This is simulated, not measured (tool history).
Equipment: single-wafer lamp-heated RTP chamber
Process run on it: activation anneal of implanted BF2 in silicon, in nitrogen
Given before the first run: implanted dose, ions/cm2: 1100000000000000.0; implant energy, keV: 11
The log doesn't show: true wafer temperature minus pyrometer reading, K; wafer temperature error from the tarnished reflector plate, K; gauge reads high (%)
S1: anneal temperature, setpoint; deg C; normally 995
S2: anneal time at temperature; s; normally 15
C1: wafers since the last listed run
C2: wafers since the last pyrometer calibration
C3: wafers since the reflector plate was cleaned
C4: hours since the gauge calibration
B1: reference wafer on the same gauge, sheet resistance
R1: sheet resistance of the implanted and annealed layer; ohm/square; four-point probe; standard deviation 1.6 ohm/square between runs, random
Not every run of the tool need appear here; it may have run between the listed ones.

run    hour    S1  S2    C1    C2    C3      C4      B1      R1
  1     0.0   995  15     0  1096  3072   984.8  276.89  255.68
  2    94.9   995  15  1387  2483  4460  1079.7  276.90  252.04
      148.0  -- reflector plate cleaned
  3   185.0   995  15  1200  3683   541  1169.8  277.00  269.02
  4   223.5   995  15   562  4246  1104  1208.3  277.04  268.41
      280.6  -- pyrometer window cleaned and pyrometer calibrated
  5   281.1   995  15   725     7  1829  1265.9  277.11  264.29
  6   378.7   995  15  1426  1434  3255  1363.5  277.08  258.21
  7   486.4   995  15  1574  3008  4830  1471.2  277.19  254.39
      518.1  -- reflector plate cleaned
      520.2  -- gauge calibrated
  8   554.9   995  15   884  3892   537    34.7  277.06  265.64
      587.4  -- pyrometer window cleaned and pyrometer calibrated
  9   654.2   995  15  1334   976  1871   134.0  276.94  260.23
 10   748.6  1008  15  1379  2356  3251   228.4  276.97  229.00
 11   802.2   995  15   783  3140  4035   282.0  276.66  252.50
 12   865.7  1009   7   928  4068  4963   345.5  276.86  260.12
      885.6  -- pyrometer window cleaned and pyrometer calibrated
      885.9  -- reflector plate cleaned
 13   959.8   971  23  1254  1080  1080   439.6  276.97  307.16
 14  1053.2   984  15  1365  2445  2445   533.0  277.22  287.07
 15  1109.6  1008  19   824  3270  3270   589.4  277.21  217.51
     1191.5  -- pyrometer window cleaned and pyrometer calibrated
 16  1205.8   980   9  1289   208  4559   685.6  277.16  316.01
     1247.5  -- reflector plate cleaned
 17  1373.2   979  11  2330  2539  1837   853.0  276.91  316.01
 18  1423.7   995  15   738  3277  2575   903.5  276.97  256.84
     1498.9  -- pyrometer window cleaned and pyrometer calibrated
     1529.8  -- reflector plate cleaned
 19  1530.3   995  15  1324   342     6  1010.1  277.20  266.75
 20  1570.3  1003  22   584   926   591  1050.1  277.29  227.51
 21  1641.9   987  12  1046  1973  1638  1121.7  276.79  292.38

Pick out some run-to-run changes in R1. Of each, how much would a tool without hidden state show as well, from the settings, what came in and chance, and how much is left for the hidden state and any gauge scatter not in both results compared?
Run 2 -> 3: reflector plate cleaned. R1 +16.98 ohm/square: hidden state +15.79, all else +1.19.
Run 12 -> 13: S1 1009 -> 971, S2 7 -> 23, pyrometer window cleaned and pyrometer calibrated, reflector plate cleaned. R1 +47.04 ohm/square: hidden state +13.04, all else +34.00.
Run 14 -> 15: S1 984 -> 1008, S2 15 -> 19. R1 -69.56 ohm/square: hidden state -0.08, all else -69.48.
Run 15 -> 16: S1 1008 -> 980, S2 19 -> 9, pyrometer window cleaned and pyrometer calibrated. R1 +98.50 ohm/square: hidden state -8.37, all else +106.87.
